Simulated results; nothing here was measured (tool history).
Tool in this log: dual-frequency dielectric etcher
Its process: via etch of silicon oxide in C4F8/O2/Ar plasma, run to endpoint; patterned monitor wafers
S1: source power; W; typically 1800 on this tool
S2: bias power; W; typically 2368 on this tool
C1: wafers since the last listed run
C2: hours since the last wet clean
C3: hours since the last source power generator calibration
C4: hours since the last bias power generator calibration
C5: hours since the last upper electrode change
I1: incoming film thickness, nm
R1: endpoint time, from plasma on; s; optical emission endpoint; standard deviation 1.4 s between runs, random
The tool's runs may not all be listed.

run     day    S1    S2   C1     C2      C3      C4      C5      I1     R1
  1   0.000  1800  2656    0  163.5  3004.7  3045.2  3401.6  1451.9  269.2
  2   0.588  1800  2656   90  177.6  3018.8  3059.3  3415.7  1450.4  269.8
  3   1.200  1800  2656   94  192.3  3033.5  3074.0  3430.4  1464.1  273.8
  4   1.621  2060  2368   65  202.4  3043.6  3084.1  3440.5  1464.2  258.4
  5   2.275  1580  2368  101  218.1  3059.3  3099.8  3456.2  1462.0  303.5
  6   2.642  1580  2368   56  226.9  3068.1  3108.6  3465.0  1463.9  302.7
  7   3.250  1800  2368   94  241.5  3082.7  3123.2  3479.6  1465.3  280.1
  8   3.892  1800  2368   99  256.9  3098.1  3138.6  3495.0  1452.8  277.0
  9   4.783  1800  2368  137  278.3  3119.5  3160.0  3516.4  1474.3  282.5
 10   5.254  1800  2368   72  289.6  3130.8  3171.3  3527.7  1463.7  281.1
      5.762  -- source power generator calibrated
 11   5.962  1800  2368   83  306.6     4.8  3188.3  3544.7  1466.9  282.6
 12   6.246  1800  2368   43  313.4    11.6  3195.1  3551.5  1466.2  281.1
      6.867  -- bias power generator calibrated
 13   6.929  1800  2368   79  329.8    28.0     1.5  3567.9  1467.5  280.8
 14   7.392  1800  2368   71  340.9    39.1    12.6  3579.0  1461.4  277.9
 15   8.075  1800  2368  105  357.3    55.5    29.0  3595.4  1466.8  283.9
 16   8.492  2020  2368   64  367.3    65.5    39.0  3605.4  1461.2  265.3
 17   8.838  2020  2368   53  375.6    73.8    47.3  3613.7  1456.7  261.8
 18   9.246  1800  2368   63  385.4    83.6    57.1  3623.5  1453.6  281.3
     10.542  -- upper electrode replaced, of another model than before
 19  10.562  1800  2368   48  417.0   115.2    88.7     0.5  1465.0  284.9
 20  10.579  2210  2736    2  417.4   115.6    89.1     0.9  1454.5  248.5
 21  11.221  1370  2808   99  432.8   131.0   104.5    16.3  1456.2  295.9
 22  11.842  1550  2163   96  447.7   145.9   119.4    31.2  1460.2  310.2
 23  12.371  1800  2368   81  460.4   158.6   132.1    43.9  1461.2  286.8
     13.446  -- wet clean of the chamber
 24  13.467  1800  2368   14    0.5   184.9   158.4    70.2  1467.1  279.3
 25  13.804  1560  2368   52    8.6   193.0   166.5    78.3  1462.1  295.0
 26  14.446  1570  2368   99   24.0   208.4   181.9    93.7  1459.7  291.9
 27  15.108  1800  2691  102   39.9   224.3   197.8   109.6  1453.4  268.6
 28  15.392  2160  2901   43   46.7   231.1   204.6   116.4  1481.7  244.6
 29  15.938  2130  2676   84   59.8   244.2   217.7   129.5  1468.2  251.5
 30  16.446  1360  2559   78   72.0   256.4   229.9   141.7  1462.8  305.4
 31  16.812  1800  2368   56   80.8   265.2   238.7   150.5  1466.8  279.1
 32  17.508  2120  1805  107   97.5   281.9   255.4   167.2  1469.4  288.9
 33  17.771  1380  2633   40  103.8   288.2   261.7   173.5  1468.9  301.4
 34  18.133  1940  2040   56  112.5   296.9   270.4   182.2  1449.9  283.0

What if the next run were any one of these 3? Each begins from the tool's condition after run 34:
  A  18.154  2180  2368   3  113.0  297.4  270.9  182.7  1449.3   ?
  B  18.154  2080  2127   3  113.0  297.4  270.9  182.7  1449.3   ?
  C  18.154  1800  1778   3  113.0  297.4  270.9  182.7  1449.3   ?

run     R1
  A  257.4
  B  271.2
  C  303.5
What these runs would have given with no unlogged condition in the tool:
run     R1
  A  254.5
  B  268.2
  C  300.1
